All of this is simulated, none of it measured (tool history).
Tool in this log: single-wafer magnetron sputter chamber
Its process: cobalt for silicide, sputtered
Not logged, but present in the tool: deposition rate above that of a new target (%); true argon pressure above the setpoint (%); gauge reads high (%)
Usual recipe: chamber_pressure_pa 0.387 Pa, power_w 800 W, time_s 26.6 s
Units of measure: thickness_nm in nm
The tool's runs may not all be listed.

run	day	chamber_pressure_pa	power_w	time_s	wafers since the last listed run	wafers on the sputter target	hours since the last manometer calibration	hours since the magnet pack was replaced	hours since the gauge calibration	read-back reference wafer on the same gauge, thickness_nm	thickness_nm
1	0	0.387	950	24.2	0	2230	495.8	12216.6	1154.2	11.193	12.128
2	3.012	0.387	800	26.6	964	3195	568.1	12288.9	1226.5	11.186	11.023
3	4.967	0.387	800	26.6	625	3821	615	12335.8	1273.4	11.191	11.129
4	7.088	0.387	800	26.6	679	4501	665.9	12386.7	1324.3	11.191	11.131
5	9.817	0.387	800	26.6	874	5375	731.4	12452.2	1389.8	11.202	11.089
6	13.208	0.387	800	26.6	1086	6461	812.8	12533.6	1471.2	11.198	11.194
# day 16.358: sputter target and shields replaced
7	16.379	0.387	800	26.6	908	6	888.9	12609.7	1547.3	11.19	11.101
8	20.25	0.387	800	26.6	1239	1246	981.8	12702.6	1640.2	11.194	11.215
9	23.012	0.387	800	26.6	884	2131	1048.1	12768.9	1706.5	11.201	11.098
10	26.304	0.387	800	26.6	1054	3185	1127.1	12847.9	1785.5	11.191	11.202
11	27.992	0.387	800	26.6	540	3726	1167.6	12888.4	1826	11.195	11.161
12	29.517	0.387	700	23.3	488	4214	1204.2	12925	1862.6	11.193	8.486
13	31.771	0.387	700	23.3	722	4936	1258.3	12979.1	1916.7	11.199	8.548
14	33.996	0.387	800	26.6	712	5649	1311.7	13032.5	1970.1	11.19	11.09
# day 35.283: capacitance manometer re-zeroed and calibrated
15	36.312	0.387	950	26.6	635	6285	24.7	13088.1	2025.7	11.207	13.173
16	39.346	0.387	800	24.4	971	7256	97.5	13160.9	2098.5	11.196	10.276
# day 41.017: sputter target and shields replaced
17	41.038	0.314	950	26.6	435	7	138.1	13201.5	2139.1	11.19	13.564
18	44.754	0.518	800	26.6	1190	1197	227.3	13290.7	2228.3	11.202	10.685
19	49.138	0.527	700	24.4	1404	2601	332.5	13395.9	2333.5	11.194	8.505
20	50.646	0.387	800	26.6	483	3085	368.7	13432.1	2369.7	11.205	11.09
# day 56.354: magnet pack replaced
21	60.338	0.387	650	26.6	2997	6082	601.3	95.6	2602.3	11.209	9.076
22	63.683	0.286	800	30.4	1071	7154	681.6	175.9	2682.6	11.194	13.131
23	66.95	0.33	650	26.6	1046	8201	760	254.3	2761	11.203	9.209
24	70.067	0.387	700	23.3	998	9199	834.8	329.1	2835.8	11.19	8.561
# day 71.542: sputter target and shields replaced
# day 72.867: gauge calibrated
25	73.521	0.387	800	26.6	999	634	917.7	412	15.7	11.198	11.212
26	76.762	0.274	800	26.6	1038	1672	995.5	489.8	93.5	11.197	11.513
27	80.479	0.387	800	26.6	1190	2863	1084.7	579	182.7	11.189	11.116
28	82.179	0.387	750	29.4	544	3407	1125.5	619.8	223.5	11.212	11.574
29	85.804	0.387	650	31.6	1161	4568	1212.5	706.8	310.5	11.192	10.803
30	88.725	0.489	1000	23.5	935	5504	1282.6	776.9	380.6	11.199	11.838
# day 90.396: capacitance manometer re-zeroed and calibrated
31	90.592	0.535	800	26.6	491	5995	4.7	821.7	425.4	11.212	10.678
32	93.562	0.435	900	22.2	951	6947	76	893	496.7	11.187	10.299
33	96.046	0.387	800	26.6	795	7742	135.6	952.6	556.3	11.207	11.085
34	100.058	0.528	750	21.4	1285	9028	231.9	1048.9	652.6	11.186	7.983
# day 101.712: sputter target and shields replaced
35	103.754	0.266	900	26.6	1077	654	320.6	1137.6	741.3	11.215	13.161

Give the tool's hidden conditions for every run:
deposition rate above that of a new target (%): 0 on each run
true argon pressure above the setpoint (%): 0 on each run
gauge reads high (%): 0 on each run
